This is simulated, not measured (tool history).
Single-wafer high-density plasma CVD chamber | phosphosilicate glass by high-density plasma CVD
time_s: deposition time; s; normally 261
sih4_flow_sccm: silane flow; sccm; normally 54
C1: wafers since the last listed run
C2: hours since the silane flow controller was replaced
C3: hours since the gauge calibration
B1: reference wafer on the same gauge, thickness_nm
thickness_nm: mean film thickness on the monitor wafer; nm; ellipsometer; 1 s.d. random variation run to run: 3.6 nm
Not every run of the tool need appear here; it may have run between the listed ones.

run 1 day=0 | time_s=261 sih4_flow_sccm=54 | C1=0 C2=3509.9 C3=1519.6 | B1=1259.799 | thickness_nm=1525.461
run 2 day=4.183 | time_s=261 sih4_flow_sccm=59 | C1=470 C2=3610.3 C3=1620 | B1=1260.502 | thickness_nm=1648.675
run 3 day=8.308 | time_s=261 sih4_flow_sccm=59 | C1=464 C2=3709.3 C3=1719 | B1=1259.91 | thickness_nm=1650.421
run 4 day=12.492 | time_s=261 sih4_flow_sccm=54 | C1=470 C2=3809.7 C3=1819.4 | B1=1259.894 | thickness_nm=1526.496
run 5 day=15.846 | time_s=261 sih4_flow_sccm=54 | C1=377 C2=3890.2 C3=1899.9 | B1=1258.837 | thickness_nm=1528.717
run 6 day=19.158 | time_s=261 sih4_flow_sccm=54 | C1=372 C2=3969.7 C3=1979.4 | B1=1259.41 | thickness_nm=1534.676
run 7 day=21.738 | time_s=261 sih4_flow_sccm=54 | C1=290 C2=4031.6 C3=2041.3 | B1=1258.507 | thickness_nm=1531.314
run 8 day=24.983 | time_s=261 sih4_flow_sccm=54 | C1=365 C2=4109.5 C3=2119.2 | B1=1260.313 | thickness_nm=1535.859
run 9 day=29.446 | time_s=261 sih4_flow_sccm=54 | C1=502 C2=4216.6 C3=2226.3 | B1=1261.442 | thickness_nm=1528.178
run 10 day=33.404 | time_s=290 sih4_flow_sccm=52 | C1=445 C2=4311.6 C3=2321.3 | B1=1260.913 | thickness_nm=1647.961
run 11 day=36.571 | time_s=290 sih4_flow_sccm=52 | C1=356 C2=4387.6 C3=2397.3 | B1=1259.795 | thickness_nm=1648.388
run 12 day=40.667 | time_s=290 sih4_flow_sccm=52 | C1=461 C2=4485.9 C3=2495.6 | B1=1260.296 | thickness_nm=1649.065
-- day=41.633 gauge calibrated
-- day=50.692 silane flow controller replaced
run 13 day=52.321 | time_s=261 sih4_flow_sccm=48 | C1=1274 C2=39.1 C3=256.5 | B1=1259.603 | thickness_nm=1430.877
run 14 day=55.717 | time_s=307 sih4_flow_sccm=57 | C1=382 C2=120.6 C3=338 | B1=1260.705 | thickness_nm=1930.373
run 15 day=59.383 | time_s=283 sih4_flow_sccm=51 | C1=412 C2=208.6 C3=426 | B1=1259.975 | thickness_nm=1634.947
run 16 day=62.358 | time_s=216 sih4_flow_sccm=49 | C1=334 C2=280 C3=497.4 | B1=1260.163 | thickness_nm=1200.71
run 17 day=64.012 | time_s=243 sih4_flow_sccm=63 | C1=186 C2=319.7 C3=537.1 | B1=1259.482 | thickness_nm=1666.596
run 18 day=67.629 | time_s=222 sih4_flow_sccm=50 | C1=407 C2=406.5 C3=623.9 | B1=1258.828 | thickness_nm=1251.892
run 19 day=69.275 | time_s=312 sih4_flow_sccm=57 | C1=185 C2=446 C3=663.4 | B1=1259.254 | thickness_nm=1955.774
run 20 day=71.479 | time_s=261 sih4_flow_sccm=54 | C1=248 C2=498.9 C3=716.3 | B1=1259.789 | thickness_nm=1563.485
run 21 day=74.421 | time_s=261 sih4_flow_sccm=45 | C1=331 C2=569.5 C3=786.9 | B1=1258.764 | thickness_nm=1347.421
run 22 day=77.571 | time_s=238 sih4_flow_sccm=60 | C1=354 C2=645.1 C3=862.5 | B1=1259.68 | thickness_nm=1558.21
run 23 day=80.475 | time_s=261 sih4_flow_sccm=54 | C1=326 C2=714.8 C3=932.2 | B1=1260.279 | thickness_nm=1564.684
run 24 day=82.312 | time_s=261 sih4_flow_sccm=44 | C1=206 C2=758.9 C3=976.3 | B1=1260.98 | thickness_nm=1323.416
run 25 day=85.792 | time_s=298 sih4_flow_sccm=54 | C1=391 C2=842.4 C3=1059.8 | B1=1259.926 | thickness_nm=1781.641
run 26 day=88.462 | time_s=261 sih4_flow_sccm=58 | C1=300 C2=906.5 C3=1123.9 | B1=1259.357 | thickness_nm=1652.53

Across each entry between runs, compare the hidden state at the last listed run before it with the hidden state at the first listed run after it:
Between runs 12 and 13: gauge calibrated (day 41.633); silane flow controller replaced (day 50.692)
  delivered silane flow above the setpoint (%): -3.23 -> 0.465
  measured less the result without the state, thickness_nm: -45.594 -> +5.515 nm
